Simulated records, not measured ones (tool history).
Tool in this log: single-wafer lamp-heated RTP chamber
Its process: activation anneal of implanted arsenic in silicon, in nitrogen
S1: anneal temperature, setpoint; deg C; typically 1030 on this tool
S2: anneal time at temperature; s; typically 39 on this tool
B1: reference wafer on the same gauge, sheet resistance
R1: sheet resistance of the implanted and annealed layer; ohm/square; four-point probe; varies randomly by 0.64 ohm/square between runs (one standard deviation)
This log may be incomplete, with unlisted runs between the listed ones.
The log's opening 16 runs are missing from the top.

run	hour	S1	S2	B1	R1
17	178.1	1030	39	458.81	422.99
18	227.8	1030	54	458.91	420.11
19	245.5	1056	19	458.9	424.78
20	258.7	1007	39	458.9	425.84
# hour 274.2: pyrometer window cleaned and pyrometer calibrated
21	274.7	1040	61	459.08	414.11
# hour 293.5: reflector plate cleaned
22	294	1002	56	459.16	423.11
23	294.4	1048	56	458.86	411.46
24	300.3	1045	53	459.03	412.24
# hour 309.3: gauge calibrated
25	332.1	1030	39	459.32	420.48
# hour 344.6: pyrometer window cleaned and pyrometer calibrated, repeated, since the last time left the tool worse
26	345.1	1030	39	458.78	423.15
27	359	1030	23	458.92	426.54
28	372.2	1047	62	459.15	414.28
29	383.7	1047	62	459.15	414.24
30	391.8	1050	31	459.16	422.12
31	407.6	1030	39	459	423.84
32	424.3	1008	22	459	431.07

Predict each of these 4 candidate next runs independently; none follows another, all start after run 32:
A	424.7	1030	39	?	?
B	424.7	1022	31	?	?
C	424.7	1043	39	?	?
D	424.7	1005	33	?	?

run	B1	R1
A	459.02	424.33
B	459.02	427.22
C	459.02	421.78
D	459.02	429.04
Take away the tool's hidden state, keep each run's random variation, and the runs would have read:
run	R1
A	424.48
B	427.33
C	421.95
D	429.13

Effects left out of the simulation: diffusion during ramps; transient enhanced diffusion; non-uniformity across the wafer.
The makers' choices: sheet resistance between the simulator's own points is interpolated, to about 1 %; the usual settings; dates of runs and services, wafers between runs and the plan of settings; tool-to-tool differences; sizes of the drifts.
